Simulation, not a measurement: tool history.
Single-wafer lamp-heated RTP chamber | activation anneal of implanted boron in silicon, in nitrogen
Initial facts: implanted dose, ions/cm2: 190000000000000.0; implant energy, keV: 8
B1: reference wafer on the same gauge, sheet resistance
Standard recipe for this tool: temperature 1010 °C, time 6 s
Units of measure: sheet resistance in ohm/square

Run 1, hour 0.0: usual settings; B1 690.66. Result: sheet resistance 583.87 ohm/square.
At hour 6.5: gauge calibrated.
Run 2, hour 72.6: usual settings but time 5 s; B1 687.65. Result: sheet resistance 581.47 ohm/square.
Run 3, hour 99.4: usual settings but temperature 1019 °C; B1 688.74. Result: sheet resistance 578.13 ohm/square.
Run 4, hour 127.9: usual settings but temperature 1019 °C; B1 689.60. Result: sheet resistance 581.21 ohm/square.
Run 5, hour 153.6: usual settings; B1 689.56. Result: sheet resistance 582.05 ohm/square.
At hour 171.0: pyrometer window cleaned and pyrometer calibrated.
At hour 200.7: reflector plate cleaned.
Run 6, hour 244.5: usual settings; B1 690.20. Result: sheet resistance 583.01 ohm/square.
At hour 265.0: gauge calibrated.
Run 7, hour 277.0: usual settings; B1 686.73. Result: sheet resistance 579.96 ohm/square.
Run 8, hour 303.5: usual settings but time 7 s; B1 688.19. Result: sheet resistance 580.38 ohm/square.
Run 9, hour 319.2: usual settings but time 4 s; B1 688.57. Result: sheet resistance 581.44 ohm/square.
Run 10, hour 337.2: usual settings but temperature 981 °C, time 4 s; B1 688.82. Result: sheet resistance 597.98 ohm/square.
Run 11, hour 359.5: usual settings but temperature 1002 °C, time 8 s; B1 689.46. Result: sheet resistance 582.57 ohm/square.
Run 12, hour 391.9: usual settings but temperature 1023 °C, time 9 s; B1 689.97. Result: sheet resistance 580.70 ohm/square.
At hour 418.8: pyrometer window cleaned and pyrometer calibrated.
Run 13, hour 419.3: usual settings but temperature 988 °C; B1 690.26. Result: sheet resistance 591.30 ohm/square.
Run 14, hour 438.2: usual settings; B1 690.78. Result: sheet resistance 583.62 ohm/square.
Run 15, hour 464.1: usual settings but temperature 988 °C; B1 690.75. Result: sheet resistance 592.03 ohm/square.
Run 16, hour 485.3: usual settings but temperature 1029 °C, time 4 s; B1 691.02. Result: sheet resistance 581.54 ohm/square.

Expected results for the next run?
Run 17, hour 511.0: usual settings but time 8 s; B1 ?. Result: sheet resistance ?.

{"run 17": {"B1": 691.1, "sheet resistance": 582.22}}
Take away the tool's hidden state, keep the run-to-run variation as it was, and the same run would have given sheet resistance 577.99 ohm/square.

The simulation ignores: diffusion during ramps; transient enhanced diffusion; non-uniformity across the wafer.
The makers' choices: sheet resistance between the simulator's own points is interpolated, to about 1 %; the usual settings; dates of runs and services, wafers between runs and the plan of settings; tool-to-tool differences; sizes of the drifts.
